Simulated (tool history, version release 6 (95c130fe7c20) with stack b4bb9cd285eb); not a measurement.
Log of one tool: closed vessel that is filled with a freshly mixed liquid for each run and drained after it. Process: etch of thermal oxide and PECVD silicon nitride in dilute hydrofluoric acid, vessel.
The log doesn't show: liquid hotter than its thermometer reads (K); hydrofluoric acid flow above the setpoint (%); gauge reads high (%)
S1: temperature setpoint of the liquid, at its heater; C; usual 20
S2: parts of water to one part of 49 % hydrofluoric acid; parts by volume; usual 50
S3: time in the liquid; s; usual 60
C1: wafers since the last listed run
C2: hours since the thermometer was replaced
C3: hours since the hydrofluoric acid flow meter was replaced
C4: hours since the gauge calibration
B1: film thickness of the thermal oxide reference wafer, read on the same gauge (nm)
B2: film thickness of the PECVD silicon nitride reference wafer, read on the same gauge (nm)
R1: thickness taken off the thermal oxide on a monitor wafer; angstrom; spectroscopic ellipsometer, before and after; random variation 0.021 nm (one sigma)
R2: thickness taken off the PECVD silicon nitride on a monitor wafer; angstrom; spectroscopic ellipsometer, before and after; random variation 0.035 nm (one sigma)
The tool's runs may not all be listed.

run 1 hour=0 | S1=20 S2=50 S3=60 | C1=0 C2=1462.6 C3=77.6 C4=45 | B1=30.03 B2=50.012 | R1=51 R2=34.52
run 2 hour=186.8 | S1=20 S2=50 S3=60 | C1=26536 C2=1649.4 C3=264.4 C4=231.8 | B1=29.98 B2=50.009 | R1=51.6 R2=35.54
run 3 hour=215.8 | S1=20 S2=50 S3=60 | C1=4119 C2=1678.4 C3=293.4 C4=260.8 | B1=29.98 B2=49.997 | R1=51.5 R2=34.88
run 4 hour=262.7 | S1=20 S2=50 S3=65 | C1=6662 C2=1725.3 C3=340.3 C4=307.7 | B1=30.01 B2=49.978 | R1=56 R2=38.46
run 5 hour=317.7 | S1=20 S2=50 S3=65 | C1=7813 C2=1780.3 C3=395.3 C4=362.7 | B1=30 B2=49.987 | R1=55.9 R2=38.23
run 6 hour=361 | S1=20 S2=50 S3=65 | C1=6151 C2=1823.6 C3=438.6 C4=406 | B1=30.04 B2=50.027 | R1=56.1 R2=37.94
run 7 hour=414.8 | S1=20 S2=50 S3=60 | C1=7642 C2=1877.4 C3=492.4 C4=459.8 | B1=29.96 B2=49.986 | R1=52.1 R2=35
run 8 hour=466.9 | S1=20 S2=50 S3=60 | C1=7401 C2=1929.5 C3=544.5 C4=511.9 | B1=30.03 B2=50.017 | R1=52.2 R2=35.51
-- hour=572.6 thermometer replaced
run 9 hour=612.7 | S1=24.5 S2=60 S3=30 | C1=20569 C2=40.1 C3=690.3 C4=657.7 | B1=30 B2=49.996 | R1=26.2 R2=20.65
-- hour=633.8 hydrofluoric acid flow meter replaced
run 10 hour=665.1 | S1=20 S2=30 S3=75 | C1=7301 C2=92.5 C3=31.3 C4=710.1 | B1=29.98 B2=49.995 | R1=108.2 R2=72.25
-- hour=677.3 gauge calibrated
run 11 hour=722.1 | S1=20 S2=50 S3=60 | C1=8097 C2=149.5 C3=88.3 C4=44.8 | B1=30.04 B2=50.006 | R1=50.6 R2=34.47
run 12 hour=763.6 | S1=20 S2=50 S3=60 | C1=5895 C2=191 C3=129.8 C4=86.3 | B1=29.98 B2=50.017 | R1=51.4 R2=34.83
run 13 hour=827.8 | S1=20 S2=50 S3=60 | C1=9119 C2=255.2 C3=194 C4=150.5 | B1=30 B2=50.002 | R1=51.4 R2=34.9
run 14 hour=864 | S1=22.5 S2=50 S3=30 | C1=5142 C2=291.4 C3=230.2 C4=186.7 | B1=29.97 B2=49.997 | R1=28.5 R2=20.72
run 15 hour=908.8 | S1=20 S2=50 S3=75 | C1=6364 C2=336.2 C3=275 C4=231.5 | B1=30 B2=49.984 | R1=64.3 R2=44.42
run 16 hour=957.4 | S1=17 S2=55 S3=70 | C1=6903 C2=384.8 C3=323.6 C4=280.1 | B1=30.04 B2=50.007 | R1=47.8 R2=30.19

Hidden state at the last listed run before each entry between runs and at the first one after, where it differs:
Between runs 8 and 9: thermometer replaced (hour 572.6)
  hydrofluoric acid flow above the setpoint (%): 3.59 -> 4.46
  measured less the result without the state, R1: +1.9 -> +1.2 angstrom; R2: +1.2 -> +0.86 angstrom
Between runs 9 and 10: hydrofluoric acid flow meter replaced (hour 633.8)
  hydrofluoric acid flow above the setpoint (%): 4.46 -> 0.742
  measured less the result without the state, R1: +1.2 -> +0.9 angstrom; R2: +0.86 -> +0.51 angstrom
Between runs 10 and 11: gauge calibrated (hour 677.3)
  hydrofluoric acid flow above the setpoint (%): 0.742 -> 1.08
  measured less the result without the state, R1: +0.9 -> +0.5 angstrom; R2: +0.51 -> +0.36 angstrom

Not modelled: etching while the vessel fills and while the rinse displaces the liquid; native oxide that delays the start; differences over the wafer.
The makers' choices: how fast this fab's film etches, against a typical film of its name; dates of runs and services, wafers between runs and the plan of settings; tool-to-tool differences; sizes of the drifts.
